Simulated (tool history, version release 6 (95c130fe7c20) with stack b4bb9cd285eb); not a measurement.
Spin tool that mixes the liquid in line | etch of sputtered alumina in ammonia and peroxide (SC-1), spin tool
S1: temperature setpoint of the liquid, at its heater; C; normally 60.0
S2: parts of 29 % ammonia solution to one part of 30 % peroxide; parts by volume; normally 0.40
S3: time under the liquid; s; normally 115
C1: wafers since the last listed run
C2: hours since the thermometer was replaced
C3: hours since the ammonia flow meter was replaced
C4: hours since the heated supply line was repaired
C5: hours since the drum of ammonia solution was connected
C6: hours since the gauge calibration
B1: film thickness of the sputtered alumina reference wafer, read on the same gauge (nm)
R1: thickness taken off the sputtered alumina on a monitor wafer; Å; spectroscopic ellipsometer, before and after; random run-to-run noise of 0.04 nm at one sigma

run 1 hour=0.0 | S1=60.0 S2=0.45 S3=115 | C1=0 C2=2513.7 C3=449.0 C4=2527.5 C5=776.3 C6=21.0 | B1=100.03 | R1=95.8
run 2 hour=37.9 | S1=60.0 S2=0.45 S3=115 | C1=326 C2=2551.6 C3=486.9 C4=2565.4 C5=814.2 C6=58.9 | B1=99.98 | R1=96.0
run 3 hour=47.2 | S1=60.0 S2=0.40 S3=115 | C1=80 C2=2560.9 C3=496.2 C4=2574.7 C5=823.5 C6=68.2 | B1=100.01 | R1=94.4
run 4 hour=55.2 | S1=60.0 S2=0.40 S3=115 | C1=68 C2=2568.9 C3=504.2 C4=2582.7 C5=831.5 C6=76.2 | B1=100.00 | R1=95.0
run 5 hour=71.7 | S1=60.0 S2=0.40 S3=115 | C1=142 C2=2585.4 C3=520.7 C4=2599.2 C5=848.0 C6=92.7 | B1=100.01 | R1=94.5
run 6 hour=89.3 | S1=60.0 S2=0.55 S3=115 | C1=151 C2=2603.0 C3=538.3 C4=2616.8 C5=865.6 C6=110.3 | B1=100.02 | R1=98.2
run 7 hour=104.9 | S1=60.0 S2=0.55 S3=115 | C1=134 C2=2618.6 C3=553.9 C4=2632.4 C5=881.2 C6=125.9 | B1=100.01 | R1=97.3
run 8 hour=111.4 | S1=60.0 S2=0.30 S3=115 | C1=56 C2=2625.1 C3=560.4 C4=2638.9 C5=887.7 C6=132.4 | B1=100.02 | R1=91.4
-- hour=113.8 thermometer replaced
-- hour=118.5 ammonia flow meter replaced
run 9 hour=124.7 | S1=60.0 S2=0.40 S3=115 | C1=97 C2=10.9 C3=6.2 C4=2652.2 C5=901.0 C6=145.7 | B1=99.99 | R1=109.5
-- hour=129.3 gauge calibrated
run 10 hour=135.3 | S1=64.0 S2=0.30 S3=115 | C1=91 C2=21.5 C3=16.8 C4=2662.8 C5=911.6 C6=6.0 | B1=100.01 | R1=130.0
run 11 hour=141.7 | S1=60.0 S2=0.40 S3=60 | C1=55 C2=27.9 C3=23.2 C4=2669.2 C5=918.0 C6=12.4 | B1=100.01 | R1=56.9
-- hour=154.1 new drum of ammonia solution connected
run 12 hour=156.1 | S1=60.0 S2=0.40 S3=115 | C1=115 C2=42.3 C3=37.6 C4=2683.6 C5=2.0 C6=26.8 | B1=99.99 | R1=108.2
-- hour=169.8 heated supply line repaired
run 13 hour=203.9 | S1=60.0 S2=0.40 S3=115 | C1=403 C2=90.1 C3=85.4 C4=34.1 C5=49.8 C6=74.6 | B1=100.02 | R1=108.7
run 14 hour=221.1 | S1=56.5 S2=0.45 S3=65 | C1=148 C2=107.3 C3=102.6 C4=51.3 C5=67.0 C6=91.8 | B1=100.00 | R1=51.8
run 15 hour=238.5 | S1=69.0 S2=0.45 S3=90 | C1=149 C2=124.7 C3=120.0 C4=68.7 C5=84.4 C6=109.2 | B1=100.00 | R1=135.2
run 16 hour=249.7 | S1=60.0 S2=0.20 S3=55 | C1=96 C2=135.9 C3=131.2 C4=79.9 C5=95.6 C6=120.4 | B1=100.00 | R1=48.8
run 17 hour=255.9 | S1=62.5 S2=0.35 S3=115 | C1=53 C2=142.1 C3=137.4 C4=86.1 C5=101.8 C6=126.6 | B1=99.98 | R1=120.9

How the hidden state differs across the entries between the runs, from the last listed run before each to the first after it:
Logged between run 8 and run 9: thermometer replaced (hour 113.8); ammonia flow meter replaced (hour 118.5)
  liquid colder than its thermometer reads (K): 2.93 -> 0.113
  the result without the hidden state subtracted from the measured one, R1: -15.0 -> -0.6 Å
Logged between run 9 and run 10: gauge calibrated (hour 129.3)
  liquid colder than its thermometer reads (K): 0.113 -> 0.125
  the result without the hidden state subtracted from the measured one, R1: -0.6 -> -0.7 Å
Logged between run 11 and run 12: new drum of ammonia solution connected (hour 154.1)
  liquid colder than its thermometer reads (K): 0.132 -> 0.147
  the result without the hidden state subtracted from the measured one, R1: -0.4 -> -0.9 Å
Logged between run 12 and run 13: heated supply line repaired (hour 169.8)
  liquid colder than its thermometer reads (K): 0.147 -> 0.198
  the result without the hidden state subtracted from the measured one, R1: -0.9 -> -1.1 Å
